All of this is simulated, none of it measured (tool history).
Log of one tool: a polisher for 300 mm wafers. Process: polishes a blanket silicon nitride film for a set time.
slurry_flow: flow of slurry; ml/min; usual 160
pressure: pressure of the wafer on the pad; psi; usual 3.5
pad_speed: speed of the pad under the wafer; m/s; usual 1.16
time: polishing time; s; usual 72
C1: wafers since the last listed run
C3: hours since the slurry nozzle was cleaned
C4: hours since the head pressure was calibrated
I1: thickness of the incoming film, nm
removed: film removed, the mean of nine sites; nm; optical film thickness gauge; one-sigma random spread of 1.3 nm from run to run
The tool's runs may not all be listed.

Run 1, hour 0: usual settings but slurry_flow 140 ml/min; C1 0; wafers polished on this pad 686; C3 794; C4 461.3; I1 938.4. Result: removed 122.6 nm.
Run 2, hour 68.9: usual settings but slurry_flow 140 ml/min; C1 510; wafers polished on this pad 1197; C3 862.9; C4 530.2; I1 937.1. Result: removed 124.3 nm.
At hour 88.1: slurry nozzle cleaned.
Run 3, hour 174.5: usual settings but time 92 s; C1 775; wafers polished on this pad 1972; C3 86.4; C4 635.8; I1 937.7. Result: removed 173.4 nm.
At hour 181.3: head pressure recalibrated.
Run 4, hour 239.8: usual settings; C1 469; wafers polished on this pad 2442; C3 151.7; C4 58.5; I1 936. Result: removed 116.2 nm.
Run 5, hour 317.8: usual settings; C1 578; wafers polished on this pad 3020; C3 229.7; C4 136.5; I1 921.2. Result: removed 116.6 nm.
Run 6, hour 383.8: usual settings; C1 489; wafers polished on this pad 3510; C3 295.7; C4 202.5; I1 927.8. Result: removed 118.7 nm.
At hour 407.2: worn pad replaced by a new one.
Run 7, hour 460.5: usual settings; C1 539; wafers polished on this pad 395; C3 372.4; C4 279.2; I1 942.5. Result: removed 117.8 nm.
Run 8, hour 538.2: usual settings; C1 576; wafers polished on this pad 971; C3 450.1; C4 356.9; I1 926.8. Result: removed 121.9 nm.
Run 9, hour 588: usual settings; C1 369; wafers polished on this pad 1340; C3 499.9; C4 406.7; I1 918.6. Result: removed 123 nm.
Run 10, hour 661.9: usual settings but pressure 2.6 psi; C1 548; wafers polished on this pad 1889; C3 573.8; C4 480.6; I1 912.2. Result: removed 93.2 nm.
At hour 736: head pressure recalibrated.
Run 11, hour 736.5: usual settings but pressure 2.6 psi; C1 538; wafers polished on this pad 2427; C3 648.4; C4 0.5; I1 930.7. Result: removed 88.5 nm.
Run 12, hour 821.1: usual settings; C1 627; wafers polished on this pad 3054; C3 733; C4 85.1; I1 938.6. Result: removed 119.7 nm.
Run 13, hour 908.5: usual settings; C1 648; wafers polished on this pad 3703; C3 820.4; C4 172.5; I1 928.9. Result: removed 120.8 nm.
At hour 936.3: slurry nozzle cleaned.
Run 14, hour 952.6: usual settings; C1 319; wafers polished on this pad 4022; C3 16.3; C4 216.6; I1 930.7. Result: removed 120 nm.
At hour 1081: worn pad replaced by a new one.
Run 15, hour 1236.8: usual settings; C1 2078; wafers polished on this pad 1155; C3 300.5; C4 500.8; I1 942.8. Result: removed 131.3 nm.
At hour 1259.3: head pressure recalibrated.
Run 16, hour 1330: usual settings; C1 676; wafers polished on this pad 1832; C3 393.7; C4 70.7; I1 919. Result: removed 114.4 nm.
Run 17, hour 1392.3: usual settings but slurry_flow 180 ml/min; C1 462; wafers polished on this pad 2294; C3 456; C4 133; I1 914.6. Result: removed 119.3 nm.
At hour 1649.9: slurry nozzle cleaned.
Run 18, hour 1682.4: usual settings; C1 2144; wafers polished on this pad 4438; C3 32.5; C4 423.1; I1 923.5. Result: removed 121.8 nm.
At hour 1709.3: worn pad replaced by a new one.
Run 19, hour 1737.8: usual settings but slurry_flow 140 ml/min, pressure 4.2 psi, time 63 s; C1 381; wafers polished on this pad 211; C3 87.9; C4 478.5; I1 923.9. Result: removed 132.5 nm.
Run 20, hour 1795.8: usual settings but pad_speed 1.4 m/s; C1 430; wafers polished on this pad 641; C3 145.9; C4 536.5; I1 919.3. Result: removed 148.4 nm.
Run 21, hour 1864.6: usual settings but pressure 4.4 psi, pad_speed 1.38 m/s; C1 510; wafers polished on this pad 1151; C3 214.7; C4 605.3; I1 929.5. Result: removed 186.4 nm.
At hour 1909.9: head pressure recalibrated.
Run 22, hour 1921.9: usual settings but slurry_flow 115 ml/min, pressure 4.1 psi, pad_speed 0.88 m/s, time 65 s; C1 410; wafers polished on this pad 1562; C3 272; C4 12; I1 924. Result: removed 90.3 nm.
Run 23, hour 2000.9: usual settings but slurry_flow 190 ml/min, pad_speed 1.38 m/s, time 89 s; C1 585; wafers polished on this pad 2147; C3 351; C4 91; I1 935.3. Result: removed 166.1 nm.
Run 24, hour 2106.3: usual settings but slurry_flow 190 ml/min; C1 781; wafers polished on this pad 2929; C3 456.4; C4 196.4; I1 928.9. Result: removed 114.3 nm.
Run 25, hour 2192.4: usual settings; C1 638; wafers polished on this pad 3568; C3 542.5; C4 282.5; I1 909.6. Result: removed 116.6 nm.
At hour 2224.5: worn pad replaced by a new one.
Run 26, hour 2272.9: usual settings but slurry_flow 200 ml/min, pressure 4.2 psi; C1 567; wafers polished on this pad 359; C3 623; C4 363; I1 929.4. Result: removed 142.7 nm.
Run 27, hour 2366.1: usual settings but time 80 s; C1 691; wafers polished on this pad 1050; C3 716.2; C4 456.2; I1 922.9. Result: removed 134.2 nm.
At hour 2449.2: slurry nozzle cleaned.
Run 28, hour 2450.1: usual settings but slurry_flow 105 ml/min, pad_speed 0.9 m/s, time 83 s; C1 615; wafers polished on this pad 1665; C3 0.9; C4 540.2; I1 936. Result: removed 109.8 nm.
At hour 2540.3: head pressure recalibrated.
Run 29, hour 2543.2: usual settings; C1 675; wafers polished on this pad 2341; C3 94; C4 2.9; I1 925.4. Result: removed 115.7 nm.
Run 30, hour 2625.9: usual settings; C1 613; wafers polished on this pad 2954; C3 176.7; C4 85.6; I1 930.7. Result: removed 114.1 nm.
Run 31, hour 2713.6: usual settings; C1 650; wafers polished on this pad 3605; C3 264.4; C4 173.3; I1 942.3. Result: removed 117.2 nm.
Run 32, hour 2807.6: usual settings but pad_speed 0.82 m/s; C1 697; wafers polished on this pad 4302; C3 358.4; C4 267.3; I1 923.6. Result: removed 92.3 nm.
At hour 2819.5: worn pad replaced by a new one.
Run 33, hour 2872.4: usual settings but pressure 4.1 psi, time 53 s; C1 450; wafers polished on this pad 392; C3 423.2; C4 332.1; I1 921.7. Result: removed 105.4 nm.
Run 34, hour 2932.1: usual settings but pad_speed 1.04 m/s; C1 442; wafers polished on this pad 835; C3 482.9; C4 391.8; I1 917.2. Result: removed 113.6 nm.

Predict each of these 5 candidate next runs independently; none follows another, all start after run 34:
Run A, hour 2932.5: usual settings but pressure 2.8 psi; C1 2; wafers polished on this pad 838; C3 483.3; C4 392.2; I1 923.1. Result: removed ?.
Run B, hour 2932.5: usual settings but slurry_flow 140 ml/min, pad_speed 0.84 m/s; C1 2; wafers polished on this pad 838; C3 483.3; C4 392.2; I1 923.1. Result: removed ?.
Run C, hour 2932.5: usual settings but pad_speed 1.46 m/s, time 54 s; C1 2; wafers polished on this pad 838; C3 483.3; C4 392.2; I1 923.1. Result: removed ?.
Run D, hour 2932.5: usual settings but pressure 4.5 psi, time 61 s; C1 2; wafers polished on this pad 838; C3 483.3; C4 392.2; I1 923.1. Result: removed ?.
Run E, hour 2932.5: usual settings but slurry_flow 195 ml/min, pressure 4.1 psi, pad_speed 1.04 m/s; C1 2; wafers polished on this pad 838; C3 483.3; C4 392.2; I1 923.1. Result: removed ?.

run  removed
  A     97.4
  B     92.3
  C    109.8
  D    132.7
  E    134.1
With the hidden condition removed and each run's random variation left untouched, the same runs would have given:
run  removed
  A     93.6
  B     88.6
  C    105.4
  D    127.4
  E    128.8

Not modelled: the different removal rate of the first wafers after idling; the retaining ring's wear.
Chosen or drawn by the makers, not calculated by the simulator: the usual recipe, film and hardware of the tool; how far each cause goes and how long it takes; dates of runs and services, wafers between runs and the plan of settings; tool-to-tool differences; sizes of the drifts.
